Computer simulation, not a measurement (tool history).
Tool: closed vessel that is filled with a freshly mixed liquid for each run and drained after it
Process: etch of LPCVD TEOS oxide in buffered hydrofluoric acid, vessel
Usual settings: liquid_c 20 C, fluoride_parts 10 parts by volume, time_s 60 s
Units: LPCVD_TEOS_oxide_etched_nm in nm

run   hour  liquid_c  fluoride_parts  time_s  read-back film thickness of the LPCVD TEOS oxide reference wafer, read on the same gauge (nm)  LPCVD_TEOS_oxide_etched_nm
  1      0        20              10      60                                                                                          30.01                      101.45
  2   12.1      22.5              13      60                                                                                          29.99                       90.54
  3   25.6        20              10      60                                                                                          30.04                      101.47
  4   36.5        20              10      60                                                                                          30.04                      101.76
  5   49.4        20              10      60                                                                                          29.99                      101.37
  6   56.2        20              10      60                                                                                          29.94                      101.37
  7   70.6        20              10      60                                                                                          29.99                      101.51
  8   84.5      22.5              10      60                                                                                          29.99                      116.26
  9   94.3      22.5              10      60                                                                                          30.03                      115.91
 10  103.7      22.5              10      60                                                                                          30.01                      116.39
 11  111.1        20              10      60                                                                                          29.97                      101.07
 12  124.4        17              10      90                                                                                          30.01                      128.76
 13  131.5        20              10      60                                                                                          30.02                      101.86
 14  144.1        20            11.5      60                                                                                             30                       87.66
     153.3  -- gauge calibrated
 15  157.5        17              11      60                                                                                          30.01                       78.34
 16  173.1        17              10      75                                                                                             30                      107.26
 17  185.4        24               7      60                                                                                          30.01                      176.97
 18  200.8        24              12      70                                                                                             30                      123.14
 19  211.4        25              14      75                                                                                          30.02                      120.46
 20  228.2        25              13      80                                                                                             30                      138.06
 21  238.5      23.5              12      80                                                                                          30.01                      137.61
     257.9  -- hydrofluoric acid flow meter replaced
 22  290.3        20              10      80                                                                                          30.01                      135.25
 23  305.8        20             7.5      40                                                                                          29.99                       87.78
 24  332.3        20              10      60                                                                                          29.97                      101.72
     334.1  -- thermometer replaced
 25  342.8        20              10      60                                                                                          29.97                      100.53
 26    352        20              10      60                                                                                          29.99                      100.93
 27  358.4        17              12      45                                                                                          29.96                       53.62
 28  371.5        17              10      40                                                                                          30.02                       57.05
 29  382.8        20              10      60                                                                                          29.99                      100.97
 30  392.3        22              10      90                                                                                             30                      169.35
 31  409.8      23.5               7      60                                                                                          30.02                      171.83
 32  418.6      23.5              10      60                                                                                          30.02                      123.17
 33    462        17              10      50                                                                                          29.99                       71.59
 34  471.9        23             8.5      50                                                                                             30                      113.89

Forecast each of these 3 alternatives for the next run:
  A  472.6        17              10      60                                                                                              ?                           ?
  B  472.6        20              10      70                                                                                              ?                           ?
  C  472.6        20              10      45                                                                                              ?                           ?

run  read-back film thickness of the LPCVD TEOS oxide reference wafer, read on the same gauge (nm)  LPCVD_TEOS_oxide_etched_nm
  A                                                                                          30.05                       85.63
  B                                                                                          30.05                      118.38
  C                                                                                          30.05                        76.1
Without the tool's hidden state the same runs would have given:
run  LPCVD_TEOS_oxide_etched_nm
  A                       85.63
  B                      118.38
  C                        76.1
